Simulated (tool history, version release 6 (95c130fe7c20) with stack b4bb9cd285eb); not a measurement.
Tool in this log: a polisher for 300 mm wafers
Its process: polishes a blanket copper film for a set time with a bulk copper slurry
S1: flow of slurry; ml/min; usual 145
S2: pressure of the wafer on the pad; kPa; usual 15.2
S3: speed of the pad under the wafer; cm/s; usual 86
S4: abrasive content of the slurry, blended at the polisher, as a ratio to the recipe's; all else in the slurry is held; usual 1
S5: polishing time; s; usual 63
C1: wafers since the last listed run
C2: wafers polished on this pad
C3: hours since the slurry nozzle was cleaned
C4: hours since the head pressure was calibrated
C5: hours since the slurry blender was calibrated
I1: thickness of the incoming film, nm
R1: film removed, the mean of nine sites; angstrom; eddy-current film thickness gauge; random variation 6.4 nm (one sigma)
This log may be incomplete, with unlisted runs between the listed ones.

| run | hour | S1 | S2 | S3 | S4 | S5 | C1 | C2 | C3 | C4 | C5 | I1 | R1 |
|---|---|---|---|---|---|---|---|---|---|---|---|---|---|
| 1 | 0 | 145 | 15.2 | 86 | 1 | 63 | 0 | 819 | 200.4 | 59.5 | 247.2 | 3754.6 | 4697 |
|  | 23.7 | worn pad replaced by a new one |
| 2 | 54.2 | 145 | 15.2 | 86 | 1 | 63 | 281 | 171 | 254.6 | 113.7 | 301.4 | 3757 | 4603 |
|  | 208.9 | worn pad replaced by a new one |
|  | 214.5 | slurry blender recalibrated |
| 3 | 244.6 | 145 | 15.2 | 86 | 1 | 63 | 1033 | 188 | 445 | 304.1 | 30.1 | 3729.7 | 4375 |
|  | 304.9 | head pressure recalibrated |
| 4 | 308.2 | 145 | 15.2 | 86 | 1 | 63 | 345 | 534 | 508.6 | 3.3 | 93.7 | 3864.7 | 4742 |
| 5 | 338.8 | 145 | 15.2 | 86 | 1 | 63 | 171 | 705 | 539.2 | 33.9 | 124.3 | 3764.6 | 4679 |
|  | 391.9 | worn pad replaced by a new one |
| 6 | 397 | 145 | 15.2 | 86 | 1 | 63 | 303 | 28 | 597.4 | 92.1 | 182.5 | 3781.6 | 4650 |
| 7 | 429.7 | 145 | 15.2 | 86 | 0.8 | 63 | 183 | 212 | 630.1 | 124.8 | 215.2 | 3834.6 | 4386 |
|  | 448.6 | slurry nozzle cleaned |
| 8 | 459.9 | 145 | 15.2 | 86 | 0.8 | 63 | 163 | 375 | 11.3 | 155 | 245.4 | 3781.2 | 4398 |
| 9 | 531 | 125 | 15.2 | 86 | 1 | 63 | 398 | 774 | 82.4 | 226.1 | 316.5 | 3749.9 | 4429 |
| 10 | 566.3 | 145 | 15.2 | 76 | 1 | 63 | 197 | 972 | 117.7 | 261.4 | 351.8 | 3802.3 | 4018 |
|  | 577.3 | worn pad replaced by a new one |
| 11 | 616 | 145 | 15.2 | 86 | 1 | 63 | 256 | 217 | 167.4 | 311.1 | 401.5 | 3805.3 | 4392 |
|  | 635.1 | slurry blender recalibrated |
| 12 | 647.9 | 145 | 15.2 | 86 | 0.7 | 69 | 167 | 384 | 199.3 | 343 | 12.8 | 3832.2 | 4367 |
| 13 | 677.2 | 145 | 17.9 | 114 | 1 | 63 | 164 | 548 | 228.6 | 372.3 | 42.1 | 3816.6 | 6459 |
|  | 685.1 | head pressure recalibrated |
| 14 | 704.9 | 145 | 20.7 | 86 | 1 | 63 | 144 | 693 | 256.3 | 19.8 | 69.8 | 3757.2 | 6246 |
| 15 | 739.2 | 145 | 15.2 | 86 | 1 | 63 | 192 | 885 | 290.6 | 54.1 | 104.1 | 3726.9 | 4736 |
|  | 771.6 | worn pad replaced by a new one |
| 16 | 795.2 | 145 | 15.2 | 86 | 1 | 63 | 291 | 132 | 346.6 | 110.1 | 160.1 | 3801.5 | 4609 |
| 17 | 836 | 195 | 15.2 | 86 | 1 | 63 | 228 | 361 | 387.4 | 150.9 | 200.9 | 3739.1 | 4784 |
| 18 | 902.6 | 130 | 13.1 | 86 | 0.9 | 78 | 373 | 734 | 454 | 217.5 | 267.5 | 3787.7 | 4689 |
| 19 | 955.6 | 145 | 15.2 | 74 | 0.75 | 46 | 297 | 1031 | 507 | 270.5 | 320.5 | 3820.6 | 2529 |

Forecast each of these 3 alternatives for the next run:
| A | 956 | 145 | 15.2 | 86 | 1 | 63 | 2 | 1034 | 507.4 | 270.9 | 320.9 | 3766.5 | ? |
| B | 956 | 145 | 19.3 | 86 | 1 | 63 | 2 | 1034 | 507.4 | 270.9 | 320.9 | 3766.5 | ? |
| C | 956 | 100 | 15.2 | 86 | 0.9 | 63 | 2 | 1034 | 507.4 | 270.9 | 320.9 | 3766.5 | ? |

| run | R1 |
|---|---|
| A | 4443 |
| B | 5568 |
| C | 3944 |
Had the tool no hidden state, the same runs would have come out as:
| run | R1 |
|---|---|
| A | 4722 |
| B | 5919 |
| C | 4192 |
